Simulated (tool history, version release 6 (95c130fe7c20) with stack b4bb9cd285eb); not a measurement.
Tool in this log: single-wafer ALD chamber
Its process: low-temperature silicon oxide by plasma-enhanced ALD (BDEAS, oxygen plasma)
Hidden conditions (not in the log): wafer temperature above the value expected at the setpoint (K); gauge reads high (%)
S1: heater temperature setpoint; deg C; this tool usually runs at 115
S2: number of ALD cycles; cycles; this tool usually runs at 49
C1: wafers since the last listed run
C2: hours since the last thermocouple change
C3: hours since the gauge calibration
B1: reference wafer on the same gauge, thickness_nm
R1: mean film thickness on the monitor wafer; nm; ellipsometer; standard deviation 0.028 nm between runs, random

run	hour	S1	S2	C1	C2	C3	B1	R1
1	0	110	49	0	2404.3	700.8	7.917	6.692
2	54.4	110	49	346	2458.7	755.2	7.911	6.606
3	95.6	115	49	262	2499.9	796.4	7.908	6.56
4	162.3	115	49	425	2566.6	863.1	7.897	6.608
5	206.5	115	49	281	2610.8	907.3	7.895	6.564
6	248.4	115	49	266	2652.7	949.2	7.889	6.602
7	318	115	49	443	2722.3	1018.8	7.889	6.608
8	356.3	115	49	244	2760.6	1057.1	7.882	6.619
9	404.3	115	49	305	2808.6	1105.1	7.882	6.569
10	441.9	115	49	239	2846.2	1142.7	7.874	6.643
11	502.2	115	49	384	2906.5	1203	7.87	6.587
12	566.9	115	49	412	2971.2	1267.7	7.854	6.519
# hour 581.8: thermocouple changed; heater temperature recalibrated
13	626.2	115	49	326	44.4	1327	7.856	6.562
14	659.9	108	49	214	78.1	1360.7	7.847	6.64
15	703.7	108	49	279	121.9	1404.5	7.831	6.663
16	745.8	108	49	268	164	1446.6	7.833	6.62
17	785.2	112	51	251	203.4	1486	7.817	6.865
18	836.5	107	43	326	254.7	1537.3	7.818	5.869
19	890.6	107	43	344	308.8	1591.4	7.811	5.805
20	918.6	107	43	178	336.8	1619.4	7.811	5.795
21	962.1	115	42	277	380.3	1662.9	7.793	5.595
22	1030.4	115	49	435	448.6	1731.2	7.786	6.516
23	1092.4	115	49	395	510.6	1793.2	7.783	6.48
24	1119.1	101	49	170	537.3	1819.9	7.776	6.657
25	1168.8	115	49	316	587	1869.6	7.769	6.46
26	1197.1	102	43	180	615.3	1897.9	7.761	5.867
27	1223.7	125	56	169	641.9	1924.5	7.742	7.313
28	1263.3	115	49	252	681.5	1964.1	7.75	6.465
# hour 1304.4: gauge calibrated
29	1305.3	107	57	267	723.5	0.9	7.936	7.846
30	1366.6	115	58	390	784.8	62.2	7.945	7.842
31	1426	121	41	378	844.2	121.6	7.946	5.438
32	1452.8	125	52	170	871	148.4	7.932	6.903
33	1512.4	102	42	379	930.6	208	7.941	5.828
34	1543.2	111	44	196	961.4	238.8	7.947	5.988
35	1601.4	106	40	370	1019.6	297	7.944	5.497
36	1670.9	129	55	442	1089.1	366.5	7.935	7.264
37	1697.2	115	49	167	1115.4	392.8	7.937	6.564
38	1737.8	123	49	258	1156	433.4	7.933	6.552
39	1775.1	115	53	237	1193.3	470.7	7.931	7.244
40	1837	106	49	394	1255.2	532.6	7.926	6.68
41	1900	107	54	401	1318.2	595.6	7.933	7.447

List, for all runs, the conditions of the tool that the log does not record:
wafer temperature above the value expected at the setpoint (K): 0 on each run
H1: gauge reads high (%)
run	H1
1	-0.33
2	-0.381
3	-0.421
4	-0.491
5	-0.54
6	-0.589
7	-0.676
8	-0.726
9	-0.791
10	-0.845
11	-0.934
12	-1.04
13	-1.13
14	-1.19
15	-1.27
16	-1.34
17	-1.41
18	-1.51
19	-1.62
20	-1.68
21	-1.77
22	-1.91
23	-2.05
24	-2.11
25	-2.23
26	-2.29
27	-2.36
28	-2.46
29	0.0365
30	0.034
31	0.0271
32	0.0225
33	0.00913
34	0.000437
35	-0.0193
36	-0.0484
37	-0.061
38	-0.0822
39	-0.103
40	-0.143
41	-0.188

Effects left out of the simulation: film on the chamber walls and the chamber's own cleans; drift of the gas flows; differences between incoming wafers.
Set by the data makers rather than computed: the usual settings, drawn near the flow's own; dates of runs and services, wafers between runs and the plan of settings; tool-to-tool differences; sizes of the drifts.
